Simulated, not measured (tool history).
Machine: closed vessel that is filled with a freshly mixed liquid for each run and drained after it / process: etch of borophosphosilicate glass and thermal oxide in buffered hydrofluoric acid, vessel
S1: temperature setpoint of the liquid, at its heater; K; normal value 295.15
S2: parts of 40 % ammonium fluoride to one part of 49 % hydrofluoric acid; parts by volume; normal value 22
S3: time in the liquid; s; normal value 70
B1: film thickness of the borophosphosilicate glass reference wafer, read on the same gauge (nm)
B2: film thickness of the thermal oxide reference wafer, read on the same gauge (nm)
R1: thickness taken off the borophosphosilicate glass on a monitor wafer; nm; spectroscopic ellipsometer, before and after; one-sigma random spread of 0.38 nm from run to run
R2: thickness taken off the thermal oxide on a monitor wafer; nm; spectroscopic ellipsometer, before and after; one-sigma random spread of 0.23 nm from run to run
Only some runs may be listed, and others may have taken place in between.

| run | hour | S1 | S2 | S3 | B1 | B2 | R1 | R2 |
|---|---|---|---|---|---|---|---|---|
| 1 | 0 | 295.15 | 22 | 70 | 60.01 | 79.97 | 42.96 | 34.23 |
| 2 | 21.7 | 295.15 | 22 | 60 | 60.01 | 80.01 | 36.7 | 29.26 |
| 3 | 40.7 | 295.15 | 22 | 60 | 60.04 | 79.97 | 37.36 | 29.31 |
| 4 | 65.1 | 295.15 | 22 | 70 | 59.98 | 80.02 | 43.28 | 34.37 |
| 5 | 98.9 | 295.15 | 22 | 70 | 59.99 | 79.98 | 43.48 | 34.44 |
|  | 107.7 | gauge calibrated |
| 6 | 121.2 | 295.15 | 22 | 70 | 60.01 | 79.98 | 43.69 | 34.54 |
| 7 | 138.1 | 298.65 | 22 | 70 | 60 | 80.01 | 52.75 | 41.98 |
| 8 | 164.4 | 298.65 | 22 | 70 | 60.02 | 80.01 | 52.7 | 41.78 |
| 9 | 190.8 | 295.15 | 22 | 70 | 60 | 79.99 | 43.64 | 34.9 |
|  | 205.2 | hydrofluoric acid flow meter replaced |
| 10 | 225.6 | 295.15 | 22 | 70 | 59.97 | 79.99 | 44.08 | 35.15 |
| 11 | 261.5 | 295.15 | 22 | 45 | 59.99 | 79.97 | 28.06 | 22.35 |
| 12 | 294.5 | 295.15 | 22 | 50 | 60.01 | 80.01 | 31.55 | 25.04 |
| 13 | 306.7 | 298.65 | 22 | 70 | 60 | 80.01 | 53.56 | 42.6 |
| 14 | 322.5 | 295.15 | 22 | 70 | 60 | 80 | 44.04 | 34.96 |
| 15 | 349.7 | 295.15 | 22 | 40 | 60 | 79.97 | 24.78 | 19.98 |
| 16 | 371.5 | 295.15 | 22 | 110 | 60.01 | 79.95 | 69.51 | 54.8 |
| 17 | 390.3 | 295.15 | 27.5 | 70 | 60.03 | 79.99 | 37.81 | 30.11 |
| 18 | 403.2 | 293.65 | 27.5 | 70 | 59.98 | 79.99 | 34.9 | 27.97 |
| 19 | 421.4 | 297.15 | 26 | 110 | 60 | 80.02 | 69.44 | 54.62 |
|  | 434.6 | thermometer replaced |
| 20 | 435.6 | 295.15 | 22 | 70 | 60 | 80.04 | 39.89 | 31.55 |
| 21 | 450.8 | 295.15 | 22 | 70 | 59.99 | 80.02 | 40.08 | 32.22 |
|  | 458 | gauge calibrated |
| 22 | 482.9 | 295.15 | 22 | 110 | 59.97 | 79.99 | 62.76 | 50.39 |
| 23 | 509.6 | 296.65 | 22 | 70 | 59.97 | 80.04 | 43.3 | 34.77 |
| 24 | 533 | 295.15 | 22 | 70 | 60.02 | 79.97 | 39.66 | 31.77 |
| 25 | 560.3 | 292.65 | 22 | 70 | 60 | 80.01 | 35.23 | 28.13 |
| 26 | 595.6 | 295.15 | 24.5 | 70 | 60.04 | 80 | 37.04 | 29.8 |

Each row is a separate what-if for the run after 26, all from the same tool condition, not one after another. Results?
| A | 596.3 | 291.65 | 22 | 70 | ? | ? | ? | ? |
| B | 596.3 | 299.15 | 22 | 100 | ? | ? | ? | ? |
| C | 596.3 | 292.15 | 17 | 35 | ? | ? | ? | ? |

| run | B1 | B2 | R1 | R2 |
|---|---|---|---|---|
| A | 60.01 | 79.99 | 33.42 | 26.46 |
| B | 60.01 | 79.99 | 71.96 | 57.21 |
| C | 60.01 | 79.99 | 21.57 | 17.06 |
Without the tool's hidden state the same runs would have given:
| run | R1 | R2 |
|---|---|---|
| A | 32.64 | 25.84 |
| B | 70.36 | 55.93 |
| C | 21.07 | 16.66 |

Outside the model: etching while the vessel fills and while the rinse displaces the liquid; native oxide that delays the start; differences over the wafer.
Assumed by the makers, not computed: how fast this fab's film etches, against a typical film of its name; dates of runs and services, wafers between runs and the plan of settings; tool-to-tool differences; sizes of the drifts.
